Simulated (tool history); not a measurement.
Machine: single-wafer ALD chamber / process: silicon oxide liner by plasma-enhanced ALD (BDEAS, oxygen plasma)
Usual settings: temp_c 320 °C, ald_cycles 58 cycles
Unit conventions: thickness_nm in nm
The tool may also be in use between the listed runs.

| run | hour | temp_c | ald_cycles | wafers since the last listed run | hours since the last thermocouple change | hours since the gauge calibration | read-back reference wafer on the same gauge, thickness_nm | thickness_nm |
|---|---|---|---|---|---|---|---|---|
| 1 | 0.0 | 327 | 58 | 0 | 408.6 | 1603.7 | 4.984 | 4.727 |
| 2 | 60.5 | 327 | 58 | 328 | 469.1 | 1664.2 | 4.981 | 4.730 |
| 3 | 103.2 | 332 | 58 | 231 | 511.8 | 1706.9 | 4.989 | 4.693 |
| 4 | 191.0 | 332 | 58 | 476 | 599.6 | 1794.7 | 4.990 | 4.726 |
| 5 | 242.8 | 332 | 58 | 281 | 651.4 | 1846.5 | 4.995 | 4.704 |
| 6 | 314.6 | 320 | 58 | 389 | 723.2 | 1918.3 | 4.993 | 4.772 |
| 7 | 355.8 | 320 | 58 | 223 | 764.4 | 1959.5 | 4.996 | 4.783 |
| 8 | 437.5 | 326 | 62 | 443 | 846.1 | 2041.2 | 4.996 | 5.058 |
| 9 | 518.1 | 326 | 62 | 437 | 926.7 | 2121.8 | 4.999 | 5.056 |
| 10 | 582.3 | 326 | 62 | 348 | 990.9 | 2186.0 | 5.004 | 5.063 |
| 11 | 648.5 | 320 | 58 | 359 | 1057.1 | 2252.2 | 5.007 | 4.805 |
| 12 | 719.0 | 320 | 58 | 382 | 1127.6 | 2322.7 | 5.010 | 4.796 |
| 13 | 764.2 | 310 | 61 | 245 | 1172.8 | 2367.9 | 5.014 | 5.112 |
| 14 | 843.6 | 310 | 61 | 430 | 1252.2 | 2447.3 | 5.020 | 5.078 |
| 15 | 909.5 | 310 | 61 | 357 | 1318.1 | 2513.2 | 5.024 | 5.125 |
|  | 961.8 | thermocouple changed; heater temperature recalibrated |
| 16 | 1014.6 | 320 | 64 | 526 | 52.8 | 2618.3 | 5.019 | 5.288 |
| 17 | 1058.6 | 320 | 64 | 238 | 96.8 | 2662.3 | 5.027 | 5.309 |
| 18 | 1159.3 | 320 | 64 | 546 | 197.5 | 2763.0 | 5.031 | 5.318 |
| 19 | 1255.2 | 320 | 58 | 520 | 293.4 | 2858.9 | 5.031 | 4.813 |
| 20 | 1358.8 | 320 | 58 | 562 | 397.0 | 2962.5 | 5.041 | 4.804 |
|  | 1369.6 | gauge calibrated |
| 21 | 1409.1 | 320 | 58 | 272 | 447.3 | 39.5 | 4.962 | 4.744 |
| 22 | 1506.4 | 330 | 49 | 527 | 544.6 | 136.8 | 4.957 | 3.948 |
| 23 | 1572.1 | 332 | 58 | 356 | 610.3 | 202.5 | 4.960 | 4.648 |
| 24 | 1620.9 | 329 | 54 | 264 | 659.1 | 251.3 | 4.958 | 4.383 |
| 25 | 1714.5 | 320 | 68 | 507 | 752.7 | 344.9 | 4.964 | 5.570 |
| 26 | 1799.7 | 331 | 55 | 462 | 837.9 | 430.1 | 4.960 | 4.439 |
| 27 | 1860.2 | 320 | 58 | 328 | 898.4 | 490.6 | 4.956 | 4.762 |
| 28 | 1955.0 | 333 | 66 | 514 | 993.2 | 585.4 | 4.963 | 5.307 |
| 29 | 2022.5 | 320 | 58 | 366 | 1060.7 | 652.9 | 4.968 | 4.744 |
| 30 | 2109.4 | 308 | 52 | 471 | 1147.6 | 739.8 | 4.965 | 4.313 |
| 31 | 2164.4 | 320 | 62 | 298 | 1202.6 | 794.8 | 4.968 | 5.074 |
|  | 2225.0 | thermocouple changed; heater temperature recalibrated |
| 32 | 2244.8 | 308 | 62 | 392 | 19.8 | 875.2 | 4.964 | 5.157 |
| 33 | 2313.5 | 320 | 58 | 372 | 88.5 | 943.9 | 4.962 | 4.761 |
| 34 | 2397.1 | 320 | 49 | 453 | 172.1 | 1027.5 | 4.971 | 4.011 |
| 35 | 2454.7 | 313 | 52 | 312 | 229.7 | 1085.1 | 4.974 | 4.295 |
| 36 | 2527.0 | 327 | 65 | 392 | 302.0 | 1157.4 | 4.971 | 5.298 |
| 37 | 2583.0 | 320 | 58 | 303 | 358.0 | 1213.4 | 4.974 | 4.753 |
| 38 | 2664.4 | 331 | 47 | 441 | 439.4 | 1294.8 | 4.978 | 3.800 |
| 39 | 2747.6 | 329 | 66 | 451 | 522.6 | 1378.0 | 4.974 | 5.365 |
| 40 | 2848.8 | 310 | 68 | 549 | 623.8 | 1479.2 | 4.983 | 5.664 |
| 41 | 2933.2 | 310 | 66 | 457 | 708.2 | 1563.6 | 4.986 | 5.479 |
| 42 | 2990.9 | 311 | 53 | 313 | 765.9 | 1621.3 | 4.982 | 4.411 |

Below are 3 alternative next runs, each starting from the tool's condition after run 42. Predict each:
| A | 2991.4 | 320 | 58 | 2 | 766.4 | 1621.8 | ? | ? |
| B | 2991.4 | 320 | 65 | 2 | 766.4 | 1621.8 | ? | ? |
| C | 2991.4 | 312 | 58 | 2 | 766.4 | 1621.8 | ? | ? |

| run | read-back reference wafer on the same gauge, thickness_nm | thickness_nm |
|---|---|---|
| A | 4.984 | 4.782 |
| B | 4.984 | 5.359 |
| C | 4.984 | 4.831 |
Without the tool's hidden state the same runs would have given:
| run | thickness_nm |
|---|---|
| A | 4.769 |
| B | 5.344 |
| C | 4.817 |
